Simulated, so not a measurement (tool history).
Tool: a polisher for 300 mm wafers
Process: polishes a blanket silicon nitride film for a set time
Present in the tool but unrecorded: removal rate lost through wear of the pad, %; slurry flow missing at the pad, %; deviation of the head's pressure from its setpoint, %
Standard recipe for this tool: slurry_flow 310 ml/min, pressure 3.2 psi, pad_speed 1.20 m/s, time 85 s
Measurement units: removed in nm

run,hour,slurry_flow,pressure,pad_speed,time,wafers since the last listed run,wafers polished on this pad,hours since the slurry nozzle was cleaned,hours since the head pressure was calibrated,"incoming thickness of the incoming film, nm",removed
1,0.0,310,3.2,1.34,85,0,3830,185.5,1018.5,883.8,207.7
# hour 24.6: head pressure recalibrated
# hour 38.3: worn pad replaced by a new one
2,42.5,310,3.2,1.34,85,374,43,228.0,17.9,880.9,201.1
3,81.6,310,4.0,1.30,85,400,443,267.1,57.0,872.5,245.0
4,158.6,310,4.0,1.30,85,789,1232,344.1,134.0,877.5,246.7
5,206.8,310,3.2,1.20,85,493,1726,392.3,182.2,879.2,187.2
# hour 216.4: slurry nozzle cleaned
6,258.8,310,3.2,1.20,85,522,2249,42.4,234.2,878.2,182.0
7,313.2,310,3.2,1.20,85,557,2807,96.8,288.6,895.3,184.1
8,401.2,310,3.2,1.20,103,901,3708,184.8,376.6,883.6,217.4
# hour 446.4: worn pad replaced by a new one
9,451.6,310,3.2,1.20,103,475,53,235.2,427.0,873.8,221.8
10,509.7,310,3.2,1.50,85,595,648,293.3,485.1,886.1,217.9
11,549.9,310,3.2,1.50,85,411,1060,333.5,525.3,877.4,224.2
12,620.0,310,4.0,1.20,95,718,1778,403.6,595.4,884.7,261.4
# hour 656.6: slurry nozzle cleaned
# hour 859.2: worn pad replaced by a new one
13,937.9,270,3.2,1.20,85,3206,806,281.3,913.3,871.3,184.4
14,1019.3,415,3.7,1.20,99,834,1640,362.7,994.7,895.3,252.6
15,1079.4,310,3.2,1.20,102,615,2256,422.8,1054.8,895.6,222.2
# hour 1124.1: slurry nozzle cleaned
16,1131.6,310,3.2,1.20,85,524,2781,7.5,1107.0,870.6,184.6
# hour 1192.0: worn pad replaced by a new one
17,1197.0,310,2.5,1.52,85,629,51,72.9,1172.4,863.4,171.8
18,1270.1,265,3.6,1.36,68,749,800,146.0,1245.5,884.3,185.7
# hour 1297.9: head pressure recalibrated
19,1308.2,270,3.2,1.34,85,369,1170,184.1,10.3,888.4,197.0
20,1415.2,310,3.2,1.20,85,1096,2266,291.1,117.3,880.3,187.1
21,1457.7,310,3.2,1.20,97,435,2702,333.6,159.8,885.1,210.7
22,1540.5,310,2.8,1.20,77,848,3550,416.4,242.6,875.3,144.1
# hour 1542.5: slurry nozzle cleaned
# hour 1549.8: worn pad replaced by a new one
23,1597.7,390,2.1,1.34,85,534,491,55.2,299.8,887.0,131.4
24,1646.5,265,4.0,0.90,60,500,991,104.0,348.6,868.4,128.4
25,1696.0,260,3.2,1.20,85,507,1498,153.5,398.1,862.2,178.2
26,1802.9,310,3.7,0.80,94,1095,2593,260.4,505.0,898.0,171.5

3 ways to go on from here, each from the tool as it stands after run 26. What would each give?
A,1803.3,310,3.9,1.20,85,4,2598,260.8,505.4,889.2,?
B,1803.3,260,4.1,0.88,103,4,2598,260.8,505.4,889.2,?
C,1803.3,265,2.6,1.20,72,4,2598,260.8,505.4,889.2,?

run,removed
A,228.7
B,224.3
C,127.6
What these runs would have given with no unlogged condition in the tool:
run,removed
A,228.7
B,224.3
C,127.6
